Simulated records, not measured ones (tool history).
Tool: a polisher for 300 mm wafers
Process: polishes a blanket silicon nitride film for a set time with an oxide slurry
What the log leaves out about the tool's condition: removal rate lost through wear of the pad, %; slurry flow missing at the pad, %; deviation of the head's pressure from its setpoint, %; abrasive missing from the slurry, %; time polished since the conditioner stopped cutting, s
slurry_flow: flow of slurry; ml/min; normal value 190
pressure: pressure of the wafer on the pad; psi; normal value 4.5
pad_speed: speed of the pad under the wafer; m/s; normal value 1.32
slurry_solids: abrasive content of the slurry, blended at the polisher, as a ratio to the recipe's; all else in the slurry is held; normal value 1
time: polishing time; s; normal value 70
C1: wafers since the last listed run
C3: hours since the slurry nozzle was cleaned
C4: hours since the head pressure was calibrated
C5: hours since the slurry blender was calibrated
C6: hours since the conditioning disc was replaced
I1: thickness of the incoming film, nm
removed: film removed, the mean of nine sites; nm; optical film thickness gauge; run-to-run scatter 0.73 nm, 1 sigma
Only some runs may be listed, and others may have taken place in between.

run 1 hour=0 | slurry_flow=190 pressure=4.5 pad_speed=0.98 slurry_solids=1 time=70 | C1=0 wafers_polished_on_this_pad=2020 C3=304.9 C4=265.1 C5=271.4 C6=96.8 | I1=448.5 | removed=52.8
run 2 hour=59.5 | slurry_flow=190 pressure=4.5 pad_speed=0.98 slurry_solids=1 time=70 | C1=534 wafers_polished_on_this_pad=2554 C3=364.4 C4=324.6 C5=330.9 C6=156.3 | I1=447.1 | removed=52.9
run 3 hour=96.6 | slurry_flow=190 pressure=4.5 pad_speed=0.98 slurry_solids=1 time=70 | C1=333 wafers_polished_on_this_pad=2887 C3=401.5 C4=361.7 C5=368 C6=193.4 | I1=446.2 | removed=52.6
run 4 hour=170 | slurry_flow=190 pressure=4.5 pad_speed=1.32 slurry_solids=1 time=65 | C1=658 wafers_polished_on_this_pad=3546 C3=474.9 C4=435.1 C5=441.4 C6=266.8 | I1=454.2 | removed=62.2
run 5 hour=218.9 | slurry_flow=190 pressure=4.5 pad_speed=1.32 slurry_solids=1 time=70 | C1=438 wafers_polished_on_this_pad=3985 C3=523.8 C4=484 C5=490.3 C6=315.7 | I1=448.6 | removed=65.6
-- hour=296.4 slurry nozzle cleaned
run 6 hour=297.8 | slurry_flow=190 pressure=4.5 pad_speed=1.32 slurry_solids=1 time=70 | C1=699 wafers_polished_on_this_pad=4684 C3=1.4 C4=562.9 C5=569.2 C6=394.6 | I1=450.5 | removed=70
-- hour=300.9 slurry blender recalibrated
-- hour=306.8 worn pad replaced by a new one
run 7 hour=379.6 | slurry_flow=190 pressure=4.5 pad_speed=1.06 slurry_solids=1 time=76 | C1=680 wafers_polished_on_this_pad=653 C3=83.2 C4=644.7 C5=78.7 C6=476.4 | I1=450.5 | removed=62.5
-- hour=384.8 conditioning disc replaced and pad reconditioned
run 8 hour=444.3 | slurry_flow=165 pressure=5.4 pad_speed=1.62 slurry_solids=1.25 time=70 | C1=562 wafers_polished_on_this_pad=1216 C3=147.9 C4=709.4 C5=143.4 C6=59.5 | I1=455.7 | removed=101.2
-- hour=538.9 head pressure recalibrated
run 9 hour=539.4 | slurry_flow=190 pressure=4.5 pad_speed=1.32 slurry_solids=1 time=70 | C1=835 wafers_polished_on_this_pad=2052 C3=243 C4=0.5 C5=238.5 C6=154.6 | I1=446 | removed=67.8
run 10 hour=637.4 | slurry_flow=250 pressure=5.8 pad_speed=1.18 slurry_solids=1 time=70 | C1=879 wafers_polished_on_this_pad=2931 C3=341 C4=98.5 C5=336.5 C6=252.6 | I1=449 | removed=81.2
run 11 hour=689.9 | slurry_flow=125 pressure=4.5 pad_speed=1.32 slurry_solids=1 time=81 | C1=471 wafers_polished_on_this_pad=3403 C3=393.5 C4=151 C5=389 C6=305.1 | I1=450.1 | removed=73.4
run 12 hour=756 | slurry_flow=250 pressure=2.9 pad_speed=1.44 slurry_solids=1 time=70 | C1=593 wafers_polished_on_this_pad=3996 C3=459.6 C4=217.1 C5=455.1 C6=371.2 | I1=441.9 | removed=47.2
-- hour=817.9 worn pad replaced by a new one
run 13 hour=838.5 | slurry_flow=190 pressure=4.5 pad_speed=1.32 slurry_solids=1 time=50 | C1=704 wafers_polished_on_this_pad=184 C3=542.1 C4=299.6 C5=537.6 C6=453.7 | I1=452.6 | removed=48.5
run 14 hour=887.7 | slurry_flow=190 pressure=4.5 pad_speed=1.32 slurry_solids=1 time=70 | C1=441 wafers_polished_on_this_pad=626 C3=591.3 C4=348.8 C5=586.8 C6=502.9 | I1=459.8 | removed=65.8
-- hour=919.6 slurry blender recalibrated
-- hour=950.2 conditioning disc replaced and pad reconditioned
run 15 hour=975.6 | slurry_flow=190 pressure=3.7 pad_speed=1.06 slurry_solids=1.25 time=57 | C1=753 wafers_polished_on_this_pad=1379 C3=679.2 C4=436.7 C5=56 C6=25.4 | I1=454.7 | removed=40.8
run 16 hour=1021.1 | slurry_flow=155 pressure=4.5 pad_speed=1.18 slurry_solids=1 time=70 | C1=408 wafers_polished_on_this_pad=1787 C3=724.7 C4=482.2 C5=101.5 C6=70.9 | I1=451.5 | removed=59
-- hour=1043 slurry nozzle cleaned
run 17 hour=1078.7 | slurry_flow=190 pressure=4.5 pad_speed=1.32 slurry_solids=1 time=70 | C1=508 wafers_polished_on_this_pad=2295 C3=35.7 C4=539.8 C5=159.1 C6=128.5 | I1=446.3 | removed=70.2
run 18 hour=1168 | slurry_flow=190 pressure=4.5 pad_speed=0.94 slurry_solids=1 time=70 | C1=801 wafers_polished_on_this_pad=3097 C3=125 C4=629.1 C5=248.4 C6=217.8 | I1=453.9 | removed=52
-- hour=1281.3 head pressure recalibrated
run 19 hour=1344.2 | slurry_flow=190 pressure=5.9 pad_speed=1.32 slurry_solids=1 time=70 | C1=1563 wafers_polished_on_this_pad=4661 C3=301.2 C4=62.9 C5=424.6 C6=394 | I1=447.6 | removed=87.5
run 20 hour=1380.7 | slurry_flow=145 pressure=5.8 pad_speed=1.32 slurry_solids=0.9 time=70 | C1=327 wafers_polished_on_this_pad=4988 C3=337.7 C4=99.4 C5=461.1 C6=430.5 | I1=450.4 | removed=81
-- hour=1392.5 slurry blender recalibrated
-- hour=1397.2 worn pad replaced by a new one
run 21 hour=1458.3 | slurry_flow=160 pressure=4.5 pad_speed=1.32 slurry_solids=1 time=48 | C1=642 wafers_polished_on_this_pad=548 C3=415.3 C4=177 C5=65.8 C6=508.1 | I1=450.5 | removed=45.3
-- hour=1516.2 conditioning disc replaced and pad reconditioned
run 22 hour=1556.6 | slurry_flow=190 pressure=4.5 pad_speed=1.32 slurry_solids=0.9 time=70 | C1=864 wafers_polished_on_this_pad=1412 C3=513.6 C4=275.3 C5=164.1 C6=40.4 | I1=450.7 | removed=63.7
run 23 hour=1636.4 | slurry_flow=190 pressure=4.5 pad_speed=0.88 slurry_solids=1.25 time=85 | C1=716 wafers_polished_on_this_pad=2128 C3=593.4 C4=355.1 C5=243.9 C6=120.2 | I1=449.4 | removed=63.9
-- hour=1792.2 slurry nozzle cleaned
run 24 hour=1914.3 | slurry_flow=190 pressure=4.5 pad_speed=1.72 slurry_solids=1 time=62 | C1=2485 wafers_polished_on_this_pad=4614 C3=122.1 C4=633 C5=521.8 C6=398.1 | I1=451.8 | removed=73.1
-- hour=1930.2 worn pad replaced by a new one
run 25 hour=1975.7 | slurry_flow=190 pressure=4.5 pad_speed=1.32 slurry_solids=1 time=70 | C1=515 wafers_polished_on_this_pad=408 C3=183.5 C4=694.4 C5=583.2 C6=459.5 | I1=455.4 | removed=66.7

Below are 4 alternative next runs, each starting from the tool's condition after run 25. Predict each:
run A hour=1976.2 | slurry_flow=190 pressure=3.8 pad_speed=1.32 slurry_solids=1 time=70 | C1=2 wafers_polished_on_this_pad=410 C3=184 C4=694.9 C5=583.7 C6=460 | I1=455.4 | removed=?
run B hour=1976.2 | slurry_flow=190 pressure=5 pad_speed=1.32 slurry_solids=1 time=70 | C1=2 wafers_polished_on_this_pad=410 C3=184 C4=694.9 C5=583.7 C6=460 | I1=455.4 | removed=?
run C hour=1976.2 | slurry_flow=190 pressure=4.5 pad_speed=1.32 slurry_solids=1.15 time=70 | C1=2 wafers_polished_on_this_pad=410 C3=184 C4=694.9 C5=583.7 C6=460 | I1=455.4 | removed=?
run D hour=1976.2 | slurry_flow=190 pressure=5.8 pad_speed=1.32 slurry_solids=1 time=70 | C1=2 wafers_polished_on_this_pad=410 C3=184 C4=694.9 C5=583.7 C6=460 | I1=455.4 | removed=?

run=A removed=56.9
run=B removed=74.9
run=C removed=71
run=D removed=86.8
Had the tool no hidden state, the same runs would have come out as:
run=A removed=59.4
run=B removed=78.1
run=C removed=74.1
run=D removed=90.6

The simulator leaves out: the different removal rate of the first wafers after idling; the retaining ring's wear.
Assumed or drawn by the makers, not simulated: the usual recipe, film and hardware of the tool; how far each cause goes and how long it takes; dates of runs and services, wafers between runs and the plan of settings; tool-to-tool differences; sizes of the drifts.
